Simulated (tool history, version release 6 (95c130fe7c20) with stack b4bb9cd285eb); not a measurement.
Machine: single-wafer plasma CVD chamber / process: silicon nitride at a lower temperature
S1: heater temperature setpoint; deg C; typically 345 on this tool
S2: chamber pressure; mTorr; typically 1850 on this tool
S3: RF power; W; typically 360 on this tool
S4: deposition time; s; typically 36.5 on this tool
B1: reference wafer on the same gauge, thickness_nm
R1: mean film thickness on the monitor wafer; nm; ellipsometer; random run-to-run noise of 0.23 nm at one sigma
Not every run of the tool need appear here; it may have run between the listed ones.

{"run": 1, "day": 0.0, "S1": 345, "S2": 1850, "S3": 360, "S4": 36.5, "B1": 40.669, "R1": 44.911}
{"run": 2, "day": 2.146, "S1": 345, "S2": 1850, "S3": 360, "S4": 36.5, "B1": 40.616, "R1": 45.03}
{"run": 3, "day": 6.329, "S1": 345, "S2": 1850, "S3": 360, "S4": 36.5, "B1": 40.571, "R1": 44.919}
{"run": 4, "day": 9.0, "S1": 345, "S2": 1850, "S3": 360, "S4": 36.5, "B1": 40.603, "R1": 44.84}
{"run": 5, "day": 12.954, "S1": 345, "S2": 1850, "S3": 360, "S4": 36.5, "B1": 40.552, "R1": 44.989}
{"run": 6, "day": 16.6, "S1": 345, "S2": 1850, "S3": 360, "S4": 36.5, "B1": 40.569, "R1": 44.249}
{"run": 7, "day": 20.792, "S1": 345, "S2": 1850, "S3": 360, "S4": 36.5, "B1": 40.593, "R1": 44.941}
{"run": 8, "day": 23.104, "S1": 345, "S2": 1850, "S3": 360, "S4": 36.5, "B1": 40.572, "R1": 44.293}
{"day": 31.825, "done": "RF generator calibrated"}
{"run": 9, "day": 34.362, "S1": 345, "S2": 1850, "S3": 360, "S4": 36.5, "B1": 40.621, "R1": 43.029}
{"run": 10, "day": 37.033, "S1": 345, "S2": 1850, "S3": 360, "S4": 36.5, "B1": 40.593, "R1": 42.669}
{"day": 38.479, "done": "gauge calibrated"}
{"day": 38.575, "done": "showerhead replaced"}
{"day": 39.862, "done": "RF generator calibrated, repeated, since the last time left the tool worse"}
{"run": 11, "day": 39.904, "S1": 351, "S2": 1470, "S3": 400, "S4": 31.1, "B1": 40.599, "R1": 41.466}
{"run": 12, "day": 42.712, "S1": 345, "S2": 1850, "S3": 360, "S4": 36.5, "B1": 40.604, "R1": 46.273}
{"run": 13, "day": 44.392, "S1": 332, "S2": 1850, "S3": 360, "S4": 43.0, "B1": 40.618, "R1": 54.8}
{"day": 45.225, "done": "thermocouple changed; heater temperature recalibrated"}
{"day": 47.042, "done": "capacitance manometer re-zeroed and calibrated"}
{"run": 14, "day": 48.421, "S1": 352, "S2": 1850, "S3": 360, "S4": 36.5, "B1": 40.612, "R1": 46.026}
{"run": 15, "day": 52.45, "S1": 333, "S2": 1850, "S3": 420, "S4": 36.5, "B1": 40.669, "R1": 52.29}
{"run": 16, "day": 55.025, "S1": 331, "S2": 1850, "S3": 405, "S4": 36.5, "B1": 40.522, "R1": 50.158}
{"run": 17, "day": 57.512, "S1": 345, "S2": 1620, "S3": 315, "S4": 36.5, "B1": 40.654, "R1": 39.41}
{"run": 18, "day": 60.108, "S1": 345, "S2": 1440, "S3": 310, "S4": 36.5, "B1": 40.61, "R1": 37.659}

Each row is a separate what-if for the run after 18, all from the same tool condition, not one after another. Results?
{"run": "A", "day": 60.125, "S1": 350, "S2": 1850, "S3": 360, "S4": 36.5, "B1": "?", "R1": "?"}
{"run": "B", "day": 60.125, "S1": 345, "S2": 1850, "S3": 410, "S4": 32.5, "B1": "?", "R1": "?"}
{"run": "C", "day": 60.125, "S1": 358, "S2": 1850, "S3": 360, "S4": 36.5, "B1": "?", "R1": "?"}

run=A B1=40.562 R1=45.495
run=B B1=40.562 R1=45.154
run=C B1=40.562 R1=45.373
Stripped of hidden state, with their random variation kept, the same runs would have yielded:
run=A R1=46.996
run=B R1=46.546
run=C R1=46.869

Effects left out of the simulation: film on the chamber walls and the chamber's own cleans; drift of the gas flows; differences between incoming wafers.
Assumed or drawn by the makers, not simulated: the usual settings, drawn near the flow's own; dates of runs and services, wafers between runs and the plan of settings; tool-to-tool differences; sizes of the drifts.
